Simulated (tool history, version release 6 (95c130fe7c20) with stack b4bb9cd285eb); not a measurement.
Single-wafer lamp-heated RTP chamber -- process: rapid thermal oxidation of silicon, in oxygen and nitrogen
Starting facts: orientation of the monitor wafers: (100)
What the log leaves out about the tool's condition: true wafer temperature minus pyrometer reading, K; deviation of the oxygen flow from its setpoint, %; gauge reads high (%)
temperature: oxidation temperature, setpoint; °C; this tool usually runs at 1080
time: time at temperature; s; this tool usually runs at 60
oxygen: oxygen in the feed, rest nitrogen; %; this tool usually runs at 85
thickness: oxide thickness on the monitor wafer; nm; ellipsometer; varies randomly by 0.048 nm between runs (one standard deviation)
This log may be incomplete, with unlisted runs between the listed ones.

| run | hour | temperature | time | oxygen | wafers since the last listed run | wafers since the last pyrometer calibration | hours since the oxygen flow controller was replaced | hours since the gauge calibration | read-back reference wafer on the same gauge, thickness | thickness |
|---|---|---|---|---|---|---|---|---|---|---|
| 1 | 0 | 1080 | 60 | 70 | 0 | 640 | 5614.9 | 89 | 8.972 | 8.989 |
| 2 | 15.2 | 1080 | 60 | 70 | 235 | 875 | 5630.1 | 104.2 | 8.963 | 9.123 |
| 3 | 32.1 | 1080 | 73 | 69 | 261 | 1136 | 5647 | 121.1 | 8.972 | 9.775 |
| 4 | 47.8 | 1080 | 73 | 69 | 242 | 1379 | 5662.7 | 136.8 | 8.989 | 9.84 |
| 5 | 61.3 | 1080 | 73 | 69 | 208 | 1588 | 5676.2 | 150.3 | 8.978 | 9.874 |
| 6 | 79.3 | 1080 | 60 | 85 | 278 | 1866 | 5694.2 | 168.3 | 8.975 | 9.888 |
| 7 | 93.6 | 1080 | 60 | 85 | 221 | 2088 | 5708.5 | 182.6 | 8.982 | 9.768 |
| 8 | 108.3 | 1080 | 68 | 98 | 227 | 2315 | 5723.2 | 197.3 | 8.973 | 10.82 |
|  | 125.6 | oxygen flow controller replaced |
|  | 127.5 | pyrometer window cleaned and pyrometer calibrated |
| 9 | 128 | 1070 | 60 | 65 | 151 | 8 | 2.4 | 217 | 8.964 | 8.556 |
| 10 | 132.9 | 1093 | 72 | 74 | 75 | 84 | 7.3 | 221.9 | 8.966 | 11.291 |
|  | 143.7 | gauge calibrated |
| 11 | 149.8 | 1080 | 60 | 70 | 261 | 345 | 24.2 | 6.1 | 8.98 | 9.516 |
| 12 | 163.6 | 1070 | 60 | 63 | 213 | 558 | 38 | 19.9 | 8.966 | 8.596 |
|  | 172.4 | pyrometer window cleaned and pyrometer calibrated, repeated, since the last time left the tool worse |
| 13 | 177.5 | 1080 | 60 | 85 | 91 | 79 | 51.9 | 33.8 | 8.963 | 9.46 |
| 14 | 189.1 | 1080 | 68 | 98 | 179 | 258 | 63.5 | 45.4 | 8.978 | 10.554 |
| 15 | 201.9 | 1105 | 60 | 68 | 198 | 456 | 76.3 | 58.2 | 8.973 | 10.369 |

For each run, the measured value with the value that run would have given without the tool's hidden condition subtracted. The run-to-run variation is shared by both, the gauge scatter possibly not:
| run | thickness |
|---|---|
| 1 | +0.225 |
| 2 | +0.261 |
| 3 | +0.311 |
| 4 | +0.334 |
| 5 | +0.35 |
| 6 | +0.365 |
| 7 | +0.369 |
| 8 | +0.417 |
| 9 | +0.557 |
| 10 | +0.736 |
| 11 | +0.703 |
| 12 | +0.683 |
| 13 | +0.029 |
| 14 | +0.092 |
| 15 | +0.137 |
